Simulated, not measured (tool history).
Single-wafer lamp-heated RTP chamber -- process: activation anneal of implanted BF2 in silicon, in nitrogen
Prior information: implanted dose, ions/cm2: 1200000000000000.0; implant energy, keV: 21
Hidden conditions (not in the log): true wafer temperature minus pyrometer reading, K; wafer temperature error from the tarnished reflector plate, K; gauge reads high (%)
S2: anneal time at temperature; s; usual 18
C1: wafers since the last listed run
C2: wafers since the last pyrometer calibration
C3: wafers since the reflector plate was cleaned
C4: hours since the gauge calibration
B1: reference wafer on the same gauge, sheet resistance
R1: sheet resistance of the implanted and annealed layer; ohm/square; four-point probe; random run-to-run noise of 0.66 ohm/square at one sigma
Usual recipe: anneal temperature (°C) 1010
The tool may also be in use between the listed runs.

{"run": 1, "hour": 0.0, "anneal temperature (°C)": 1010, "S2": 18, "C1": 0, "C2": 3696, "C3": 1245, "C4": 292.7, "B1": 164.23, "R1": 161.1}
{"run": 2, "hour": 20.7, "anneal temperature (°C)": 1010, "S2": 18, "C1": 406, "C2": 4102, "C3": 1651, "C4": 313.4, "B1": 164.24, "R1": 160.2}
{"run": 3, "hour": 38.9, "anneal temperature (°C)": 1030, "S2": 18, "C1": 357, "C2": 4459, "C3": 2008, "C4": 331.6, "B1": 163.76, "R1": 141.98}
{"run": 4, "hour": 73.9, "anneal temperature (°C)": 1030, "S2": 18, "C1": 686, "C2": 5146, "C3": 2694, "C4": 366.6, "B1": 163.94, "R1": 141.53}
{"run": 5, "hour": 97.6, "anneal temperature (°C)": 1030, "S2": 18, "C1": 464, "C2": 5611, "C3": 3159, "C4": 390.3, "B1": 163.88, "R1": 140.45}
{"run": 6, "hour": 113.4, "anneal temperature (°C)": 1010, "S2": 26, "C1": 309, "C2": 5921, "C3": 3469, "C4": 406.1, "B1": 163.82, "R1": 149.79}
{"run": 7, "hour": 132.4, "anneal temperature (°C)": 1010, "S2": 18, "C1": 372, "C2": 6294, "C3": 3842, "C4": 425.1, "B1": 164.21, "R1": 158.38}
{"run": 8, "hour": 158.3, "anneal temperature (°C)": 1010, "S2": 18, "C1": 508, "C2": 6802, "C3": 4350, "C4": 451.0, "B1": 163.82, "R1": 158.32}
{"hour": 164.8, "done": "gauge calibrated"}
{"hour": 175.6, "done": "reflector plate cleaned"}
{"run": 9, "hour": 185.9, "anneal temperature (°C)": 1010, "S2": 18, "C1": 384, "C2": 7186, "C3": 201, "C4": 21.1, "B1": 163.93, "R1": 160.28}
{"hour": 205.4, "done": "pyrometer window cleaned and pyrometer calibrated"}
{"run": 10, "hour": 205.9, "anneal temperature (°C)": 1010, "S2": 18, "C1": 235, "C2": 9, "C3": 437, "C4": 41.1, "B1": 164.36, "R1": 162.26}
{"run": 11, "hour": 215.2, "anneal temperature (°C)": 1035, "S2": 8, "C1": 182, "C2": 191, "C3": 619, "C4": 50.4, "B1": 164.17, "R1": 156.17}
{"run": 12, "hour": 236.4, "anneal temperature (°C)": 1010, "S2": 18, "C1": 415, "C2": 607, "C3": 1035, "C4": 71.6, "B1": 163.84, "R1": 161.43}
{"run": 13, "hour": 262.8, "anneal temperature (°C)": 1026, "S2": 28, "C1": 517, "C2": 1125, "C3": 1553, "C4": 98.0, "B1": 164.05, "R1": 136.81}
{"run": 14, "hour": 276.3, "anneal temperature (°C)": 1010, "S2": 18, "C1": 264, "C2": 1390, "C3": 1818, "C4": 111.5, "B1": 164.21, "R1": 161.28}
{"run": 15, "hour": 294.7, "anneal temperature (°C)": 1010, "S2": 25, "C1": 360, "C2": 1751, "C3": 2179, "C4": 129.9, "B1": 163.96, "R1": 153.03}
{"run": 16, "hour": 328.2, "anneal temperature (°C)": 986, "S2": 10, "C1": 657, "C2": 2408, "C3": 2836, "C4": 163.4, "B1": 163.96, "R1": 205.7}
{"run": 17, "hour": 348.2, "anneal temperature (°C)": 986, "S2": 18, "C1": 392, "C2": 2801, "C3": 3229, "C4": 183.4, "B1": 164.33, "R1": 193.15}
{"run": 18, "hour": 382.9, "anneal temperature (°C)": 1039, "S2": 24, "C1": 680, "C2": 3481, "C3": 3909, "C4": 218.1, "B1": 164.05, "R1": 128.61}
{"run": 19, "hour": 400.7, "anneal temperature (°C)": 1010, "S2": 18, "C1": 349, "C2": 3831, "C3": 4259, "C4": 235.9, "B1": 164.09, "R1": 160.63}
{"run": 20, "hour": 434.6, "anneal temperature (°C)": 1030, "S2": 14, "C1": 665, "C2": 4496, "C3": 4924, "C4": 269.8, "B1": 163.77, "R1": 145.52}
{"hour": 444.4, "done": "reflector plate cleaned"}
{"run": 21, "hour": 465.4, "anneal temperature (°C)": 1010, "S2": 18, "C1": 447, "C2": 4943, "C3": 411, "C4": 300.6, "B1": 164.32, "R1": 159.99}

Consider 3 possible next runs. They are alternatives, not a sequence: every one starts from the tool as it was left by run 21. What does each give?
{"run": "A", "hour": 465.8, "anneal temperature (°C)": 1035, "S2": 18, "C1": 7, "C2": 4951, "C3": 419, "C4": 301.0, "B1": "?", "R1": "?"}
{"run": "B", "hour": 465.8, "anneal temperature (°C)": 997, "S2": 28, "C1": 7, "C2": 4951, "C3": 419, "C4": 301.0, "B1": "?", "R1": "?"}
{"run": "C", "hour": 465.8, "anneal temperature (°C)": 1023, "S2": 13, "C1": 7, "C2": 4951, "C3": 419, "C4": 301.0, "B1": "?", "R1": "?"}

run=A B1=163.83 R1=137.98
run=B B1=163.83 R1=165.08
run=C B1=163.83 R1=155.47
The same runs, with their run-to-run variation unchanged, on a tool lacking any hidden condition would have given:
run=A R1=139.04
run=B R1=167.04
run=C R1=156.90
